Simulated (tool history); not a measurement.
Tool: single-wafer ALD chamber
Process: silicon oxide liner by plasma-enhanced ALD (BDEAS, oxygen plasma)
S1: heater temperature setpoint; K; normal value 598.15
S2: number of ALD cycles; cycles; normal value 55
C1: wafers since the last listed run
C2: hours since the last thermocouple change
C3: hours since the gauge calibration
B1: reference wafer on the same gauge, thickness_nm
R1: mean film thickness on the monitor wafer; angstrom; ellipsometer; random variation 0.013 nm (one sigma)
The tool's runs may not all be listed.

{"run": 1, "day": 0.0, "S1": 598.15, "S2": 55, "C1": 0, "C2": 322.9, "C3": 732.3, "B1": 6.171, "R1": 53.26}
{"day": 0.738, "done": "gauge calibrated"}
{"run": 2, "day": 4.342, "S1": 598.15, "S2": 55, "C1": 476, "C2": 427.1, "C3": 86.5, "B1": 6.169, "R1": 52.95}
{"run": 3, "day": 6.221, "S1": 598.15, "S2": 55, "C1": 206, "C2": 472.2, "C3": 131.6, "B1": 6.177, "R1": 53.33}
{"run": 4, "day": 8.6, "S1": 598.15, "S2": 55, "C1": 261, "C2": 529.3, "C3": 188.7, "B1": 6.169, "R1": 53.17}
{"run": 5, "day": 10.267, "S1": 598.15, "S2": 55, "C1": 182, "C2": 569.3, "C3": 228.7, "B1": 6.17, "R1": 53.3}
{"run": 6, "day": 13.762, "S1": 598.15, "S2": 55, "C1": 383, "C2": 653.2, "C3": 312.6, "B1": 6.171, "R1": 53.02}
{"run": 7, "day": 17.2, "S1": 607.15, "S2": 55, "C1": 377, "C2": 735.7, "C3": 395.1, "B1": 6.168, "R1": 52.56}
{"run": 8, "day": 19.575, "S1": 607.15, "S2": 55, "C1": 260, "C2": 792.7, "C3": 452.1, "B1": 6.171, "R1": 52.64}
{"run": 9, "day": 23.867, "S1": 587.15, "S2": 63, "C1": 471, "C2": 895.7, "C3": 555.1, "B1": 6.164, "R1": 61.58}
{"run": 10, "day": 26.904, "S1": 591.15, "S2": 61, "C1": 333, "C2": 968.6, "C3": 628, "B1": 6.17, "R1": 59.47}
{"day": 29.462, "done": "thermocouple changed; heater temperature recalibrated"}
{"run": 11, "day": 31.25, "S1": 585.15, "S2": 55, "C1": 440, "C2": 42.9, "C3": 732.3, "B1": 6.168, "R1": 53.99}
{"day": 32.171, "done": "gauge calibrated"}
{"run": 12, "day": 35.704, "S1": 605.15, "S2": 52, "C1": 488, "C2": 149.8, "C3": 84.8, "B1": 6.171, "R1": 49.8}
{"run": 13, "day": 38.558, "S1": 598.15, "S2": 55, "C1": 313, "C2": 218.3, "C3": 153.3, "B1": 6.169, "R1": 52.92}
{"run": 14, "day": 40.421, "S1": 598.15, "S2": 55, "C1": 204, "C2": 263, "C3": 198, "B1": 6.169, "R1": 53.27}
{"run": 15, "day": 42.696, "S1": 604.15, "S2": 48, "C1": 249, "C2": 317.6, "C3": 252.6, "B1": 6.169, "R1": 46}
{"run": 16, "day": 44.379, "S1": 604.15, "S2": 61, "C1": 184, "C2": 358, "C3": 293, "B1": 6.169, "R1": 58.3}

Consider 5 possible next runs. They are alternatives, not a sequence: every one starts from the tool as it was left by run 16. What does each give?
{"run": "A", "day": 44.4, "S1": 598.15, "S2": 60, "C1": 2, "C2": 358.5, "C3": 293.5, "B1": "?", "R1": "?"}
{"run": "B", "day": 44.4, "S1": 598.15, "S2": 49, "C1": 2, "C2": 358.5, "C3": 293.5, "B1": "?", "R1": "?"}
{"run": "C", "day": 44.4, "S1": 590.15, "S2": 62, "C1": 2, "C2": 358.5, "C3": 293.5, "B1": "?", "R1": "?"}
{"run": "D", "day": 44.4, "S1": 606.15, "S2": 55, "C1": 2, "C2": 358.5, "C3": 293.5, "B1": "?", "R1": "?"}
{"run": "E", "day": 44.4, "S1": 583.15, "S2": 61, "C1": 2, "C2": 358.5, "C3": 293.5, "B1": "?", "R1": "?"}

run=A B1=6.169 R1=57.97
run=B B1=6.169 R1=47.34
run=C B1=6.169 R1=60.51
run=D B1=6.169 R1=52.6
run=E B1=6.169 R1=60.06
With the hidden condition removed and each run's random variation left untouched, the same runs would have given:
run=A R1=57.97
run=B R1=47.34
run=C R1=60.51
run=D R1=52.6
run=E R1=60.06

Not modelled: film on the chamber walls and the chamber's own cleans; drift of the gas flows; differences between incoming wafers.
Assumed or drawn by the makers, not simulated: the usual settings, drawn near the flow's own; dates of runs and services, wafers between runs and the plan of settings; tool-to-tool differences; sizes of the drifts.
